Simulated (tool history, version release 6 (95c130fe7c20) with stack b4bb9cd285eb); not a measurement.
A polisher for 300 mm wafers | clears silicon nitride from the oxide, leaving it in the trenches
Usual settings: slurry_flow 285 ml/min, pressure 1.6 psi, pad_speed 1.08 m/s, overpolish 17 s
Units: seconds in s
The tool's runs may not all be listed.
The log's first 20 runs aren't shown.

run,hour,slurry_flow,pressure,pad_speed,overpolish,wafers since the last listed run,wafers polished on this pad,hours since the slurry nozzle was cleaned,hours since the head pressure was calibrated,"incoming thickness of the incoming film, nm",seconds
21,1885.3,350,1.4,1.34,10,436,2181,316.8,675.9,95.8,130.1
22,1982.4,245,1.6,0.98,11,723,2904,413.9,773,94.1,156.2
23,2036.3,285,1.6,1.08,17,401,3306,467.8,826.9,95.7,146.6
# hour 2062.3: head pressure recalibrated
24,2110.9,375,1.3,0.82,27,540,3847,542.4,48.6,97.1,206.8
# hour 2142.1: worn pad replaced by a new one
# hour 2169: slurry nozzle cleaned
25,2189.9,285,1.4,1.2,17,551,348,20.9,127.6,94.7,142.7
26,2236.4,365,1.4,0.76,24,346,694,67.4,174.1,93.2,192.8
27,2292.4,385,1.6,0.92,17,417,1112,123.4,230.1,94.9,154.3
28,2330.5,285,1.8,1.08,17,283,1395,161.5,268.2,95.3,130
29,2503.3,285,1.3,1.08,8,1287,2683,334.3,441,93.9,166
30,2575.4,240,1.6,1.08,17,537,3220,406.4,513.1,95.2,148.9
# hour 2698.8: slurry nozzle cleaned
# hour 2778: worn pad replaced by a new one
31,2870.7,285,2,0.82,11,2162,690,171.9,808.4,94.8,147.2
32,2942.6,340,1.6,0.78,17,535,1226,243.8,880.3,94.2,176.6
33,3042.4,330,1.8,0.72,13,743,1969,343.6,980.1,97,178.7

3 ways to go on from here, each from the tool as it stands after run 33. What would each give?
A,3042.9,285,1.6,1.08,10,3,1973,344.1,980.6,95,?
B,3042.9,285,1.3,1.08,17,3,1973,344.1,980.6,95,?
C,3042.9,335,1.6,1.08,10,3,1973,344.1,980.6,95,?

run,seconds
A,143.7
B,167.3
C,141.5
Without the tool's hidden state the same runs would have given:
run,seconds
A,139.9
B,162.9
C,137.8

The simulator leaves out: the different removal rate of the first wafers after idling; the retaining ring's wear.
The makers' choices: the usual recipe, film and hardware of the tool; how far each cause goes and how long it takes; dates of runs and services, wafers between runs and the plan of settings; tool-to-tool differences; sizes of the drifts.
